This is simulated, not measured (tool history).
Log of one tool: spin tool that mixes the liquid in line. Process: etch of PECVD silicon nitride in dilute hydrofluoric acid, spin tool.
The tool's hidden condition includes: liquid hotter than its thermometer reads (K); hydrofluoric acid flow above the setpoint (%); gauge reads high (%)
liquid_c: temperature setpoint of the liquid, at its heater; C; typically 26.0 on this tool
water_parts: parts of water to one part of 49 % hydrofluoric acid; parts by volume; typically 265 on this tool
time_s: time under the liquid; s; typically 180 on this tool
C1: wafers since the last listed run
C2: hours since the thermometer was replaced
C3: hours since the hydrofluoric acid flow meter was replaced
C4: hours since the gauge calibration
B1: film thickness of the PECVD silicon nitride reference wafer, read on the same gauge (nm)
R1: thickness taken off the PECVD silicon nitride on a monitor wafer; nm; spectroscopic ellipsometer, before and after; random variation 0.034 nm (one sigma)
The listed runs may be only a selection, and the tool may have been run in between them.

run 1 hour=0.0 | liquid_c=26.0 water_parts=265 time_s=180 | C1=0 C2=1491.8 C3=199.6 C4=1183.0 | B1=120.003 | R1=1.860
run 2 hour=24.5 | liquid_c=26.0 water_parts=265 time_s=180 | C1=122 C2=1516.3 C3=224.1 C4=1207.5 | B1=120.006 | R1=1.911
run 3 hour=155.3 | liquid_c=26.0 water_parts=265 time_s=180 | C1=652 C2=1647.1 C3=354.9 C4=1338.3 | B1=120.008 | R1=1.943
run 4 hour=220.5 | liquid_c=26.0 water_parts=165 time_s=225 | C1=325 C2=1712.3 C3=420.1 C4=1403.5 | B1=120.013 | R1=3.859
run 5 hour=278.2 | liquid_c=28.0 water_parts=345 time_s=180 | C1=287 C2=1770.0 C3=477.8 C4=1461.2 | B1=120.010 | R1=1.648
-- hour=305.9 thermometer replaced
run 6 hour=306.7 | liquid_c=28.0 water_parts=345 time_s=180 | C1=137 C2=0.8 C3=506.3 C4=1489.7 | B1=120.009 | R1=1.806
run 7 hour=334.2 | liquid_c=28.0 water_parts=345 time_s=180 | C1=137 C2=28.3 C3=533.8 C4=1517.2 | B1=120.008 | R1=1.791
run 8 hour=359.5 | liquid_c=26.0 water_parts=265 time_s=180 | C1=126 C2=53.6 C3=559.1 C4=1542.5 | B1=120.022 | R1=2.167
run 9 hour=407.1 | liquid_c=26.0 water_parts=265 time_s=180 | C1=237 C2=101.2 C3=606.7 C4=1590.1 | B1=120.014 | R1=2.091
run 10 hour=453.0 | liquid_c=26.0 water_parts=265 time_s=180 | C1=229 C2=147.1 C3=652.6 C4=1636.0 | B1=119.999 | R1=2.062
run 11 hour=479.8 | liquid_c=26.0 water_parts=265 time_s=180 | C1=133 C2=173.9 C3=679.4 C4=1662.8 | B1=120.009 | R1=2.047
run 12 hour=504.3 | liquid_c=26.0 water_parts=265 time_s=180 | C1=122 C2=198.4 C3=703.9 C4=1687.3 | B1=120.004 | R1=2.082
run 13 hour=536.5 | liquid_c=23.0 water_parts=300 time_s=180 | C1=160 C2=230.6 C3=736.1 C4=1719.5 | B1=120.031 | R1=1.594
run 14 hour=575.6 | liquid_c=24.5 water_parts=265 time_s=180 | C1=195 C2=269.7 C3=775.2 C4=1758.6 | B1=120.011 | R1=1.891
run 15 hour=610.2 | liquid_c=26.0 water_parts=265 time_s=180 | C1=172 C2=304.3 C3=809.8 C4=1793.2 | B1=119.996 | R1=2.109
-- hour=646.1 thermometer replaced, repeated, since the last time left the tool worse
run 16 hour=663.3 | liquid_c=28.0 water_parts=265 time_s=120 | C1=260 C2=17.2 C3=862.9 C4=1846.3 | B1=120.011 | R1=1.362
run 17 hour=730.9 | liquid_c=26.0 water_parts=265 time_s=180 | C1=337 C2=84.8 C3=930.5 C4=1913.9 | B1=120.033 | R1=1.790
-- hour=766.9 gauge calibrated
run 18 hour=794.8 | liquid_c=26.0 water_parts=340 time_s=180 | C1=318 C2=148.7 C3=994.4 C4=27.9 | B1=119.999 | R1=1.384
run 19 hour=828.6 | liquid_c=29.5 water_parts=160 time_s=100 | C1=168 C2=182.5 C3=1028.2 C4=61.7 | B1=119.965 | R1=2.118
-- hour=863.0 hydrofluoric acid flow meter replaced
run 20 hour=898.1 | liquid_c=26.0 water_parts=265 time_s=180 | C1=341 C2=252.0 C3=35.1 C4=131.2 | B1=120.004 | R1=1.780
run 21 hour=935.9 | liquid_c=26.0 water_parts=265 time_s=180 | C1=188 C2=289.8 C3=72.9 C4=169.0 | B1=120.019 | R1=1.866
run 22 hour=983.3 | liquid_c=24.5 water_parts=150 time_s=280 | C1=236 C2=337.2 C3=120.3 C4=216.4 | B1=119.988 | R1=4.294
run 23 hour=1035.2 | liquid_c=26.0 water_parts=265 time_s=180 | C1=259 C2=389.1 C3=172.2 C4=268.3 | B1=119.999 | R1=1.820
run 24 hour=1098.8 | liquid_c=27.5 water_parts=180 time_s=180 | C1=317 C2=452.7 C3=235.8 C4=331.9 | B1=120.009 | R1=2.888
run 25 hour=1142.0 | liquid_c=28.5 water_parts=265 time_s=215 | C1=215 C2=495.9 C3=279.0 C4=375.1 | B1=120.024 | R1=2.536
run 26 hour=1167.0 | liquid_c=26.0 water_parts=205 time_s=270 | C1=124 C2=520.9 C3=304.0 C4=400.1 | B1=119.996 | R1=3.622
run 27 hour=1238.6 | liquid_c=22.5 water_parts=325 time_s=215 | C1=357 C2=592.5 C3=375.6 C4=471.7 | B1=120.013 | R1=1.474
run 28 hour=1308.6 | liquid_c=22.5 water_parts=155 time_s=180 | C1=349 C2=662.5 C3=445.6 C4=541.7 | B1=119.996 | R1=2.530
run 29 hour=1375.6 | liquid_c=28.0 water_parts=200 time_s=280 | C1=334 C2=729.5 C3=512.6 C4=608.7 | B1=120.004 | R1=4.351
run 30 hour=1422.1 | liquid_c=24.0 water_parts=325 time_s=285 | C1=232 C2=776.0 C3=559.1 C4=655.2 | B1=119.995 | R1=2.082
run 31 hour=1484.2 | liquid_c=24.5 water_parts=315 time_s=180 | C1=309 C2=838.1 C3=621.2 C4=717.3 | B1=119.995 | R1=1.396
run 32 hour=1555.3 | liquid_c=24.0 water_parts=265 time_s=180 | C1=354 C2=909.2 C3=692.3 C4=788.4 | B1=120.000 | R1=1.622
run 33 hour=1621.3 | liquid_c=26.0 water_parts=265 time_s=180 | C1=329 C2=975.2 C3=758.3 C4=854.4 | B1=119.997 | R1=1.881

What if the next run were any one of these 3? Each begins from the tool's condition after run 33:
run A hour=1621.8 | liquid_c=26.0 water_parts=265 time_s=180 | C1=2 C2=975.7 C3=758.8 C4=854.9 | B1=? | R1=?
run B hour=1621.8 | liquid_c=26.0 water_parts=170 time_s=220 | C1=2 C2=975.7 C3=758.8 C4=854.9 | B1=? | R1=?
run C hour=1621.8 | liquid_c=30.0 water_parts=350 time_s=75 | C1=2 C2=975.7 C3=758.8 C4=854.9 | B1=? | R1=?

run=A B1=120.009 R1=1.794
run=B B1=120.009 R1=3.427
run=C B1=120.009 R1=0.709
Without the tool's hidden state the same runs would have given:
run=A R1=1.685
run=B R1=3.212
run=C R1=0.669

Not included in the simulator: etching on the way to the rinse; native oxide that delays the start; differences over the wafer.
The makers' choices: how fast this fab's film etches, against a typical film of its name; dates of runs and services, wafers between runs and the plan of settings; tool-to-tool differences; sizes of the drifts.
